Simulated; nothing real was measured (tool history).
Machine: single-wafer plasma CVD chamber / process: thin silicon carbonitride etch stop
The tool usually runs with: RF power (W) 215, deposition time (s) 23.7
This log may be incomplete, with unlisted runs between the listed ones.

| run | day | RF power (W) | deposition time (s) | wafers since the last listed run | hours since the last thermocouple change | hours since the last RF generator calibration | hours since the showerhead was replaced | hours since the gauge calibration | read-back reference wafer on the same gauge, thickness_nm | mean film thickness on the monitor wafer (nm) |
|---|---|---|---|---|---|---|---|---|---|---|
| 1 | 0 | 215 | 23.7 | 0 | 1398.6 | 87.4 | 5855.5 | 705.3 | 12.818 | 12.632 |
| 2 | 2.208 | 215 | 23.7 | 962 | 1451.6 | 140.4 | 5908.5 | 758.3 | 12.8 | 12.662 |
|  | 2.8 | gauge calibrated |
| 3 | 4.517 | 215 | 23.7 | 1006 | 1507 | 195.8 | 5963.9 | 41.2 | 12.805 | 12.727 |
| 4 | 6.521 | 215 | 23.7 | 873 | 1555.1 | 243.9 | 6012 | 89.3 | 12.811 | 12.67 |
| 5 | 9.258 | 215 | 23.7 | 1193 | 1620.8 | 309.6 | 6077.7 | 155 | 12.805 | 12.623 |
| 6 | 11.796 | 250 | 23.7 | 1106 | 1681.7 | 370.5 | 6138.6 | 215.9 | 12.804 | 13.579 |
| 7 | 12.992 | 250 | 23.7 | 521 | 1710.4 | 399.2 | 6167.3 | 244.6 | 12.781 | 13.56 |
|  | 14.7 | showerhead replaced |
| 8 | 15.971 | 250 | 23.7 | 1153 | 1781.9 | 470.7 | 30.5 | 316.1 | 12.799 | 13.539 |
| 9 | 17.538 | 185 | 25.2 | 683 | 1819.5 | 508.3 | 68.1 | 353.7 | 12.798 | 12.329 |
| 10 | 20.454 | 215 | 23.7 | 1271 | 1889.5 | 578.3 | 138.1 | 423.7 | 12.793 | 12.522 |
| 11 | 22.85 | 215 | 23.7 | 1044 | 1947 | 635.8 | 195.6 | 481.2 | 12.797 | 12.514 |
| 12 | 25.388 | 175 | 21.1 | 1106 | 2007.9 | 696.7 | 256.5 | 542.1 | 12.805 | 9.978 |
| 13 | 27.267 | 215 | 27.4 | 819 | 2053 | 741.8 | 301.6 | 587.2 | 12.793 | 14.467 |
|  | 29.721 | RF generator calibrated |
|  | 29.962 | gauge calibrated |
|  | 33.704 | thermocouple changed; heater temperature recalibrated |
| 14 | 33.725 | 185 | 19.3 | 2525 | 0.5 | 96.1 | 456.6 | 90.3 | 12.808 | 9.523 |
| 15 | 36.508 | 215 | 23.7 | 1213 | 67.3 | 162.9 | 523.4 | 157.1 | 12.793 | 12.68 |
| 16 | 37.542 | 200 | 21.1 | 450 | 92.1 | 187.7 | 548.2 | 181.9 | 12.796 | 10.84 |
| 17 | 39.275 | 175 | 25.2 | 755 | 133.7 | 229.3 | 589.8 | 223.5 | 12.805 | 11.978 |
| 18 | 40.617 | 215 | 23.7 | 585 | 165.9 | 261.5 | 622 | 255.7 | 12.809 | 12.608 |
| 19 | 42.888 | 255 | 21.9 | 990 | 220.4 | 316 | 676.5 | 310.2 | 12.792 | 12.652 |

Below are 3 alternative next runs, each starting from the tool's condition after run 19. Predict each:
| A | 42.904 | 215 | 23.7 | 7 | 220.8 | 316.4 | 676.9 | 310.6 | ? | ? |
| B | 42.904 | 240 | 19.8 | 7 | 220.8 | 316.4 | 676.9 | 310.6 | ? | ? |
| C | 42.904 | 255 | 25.1 | 7 | 220.8 | 316.4 | 676.9 | 310.6 | ? | ? |

| run | read-back reference wafer on the same gauge, thickness_nm | mean film thickness on the monitor wafer (nm) |
|---|---|---|
| A | 12.802 | 12.629 |
| B | 12.802 | 11.138 |
| C | 12.802 | 14.525 |
With the hidden condition removed and each run's random variation left untouched, the same runs would have given:
| run | mean film thickness on the monitor wafer (nm) |
|---|---|
| A | 12.705 |
| B | 11.205 |
| C | 14.612 |
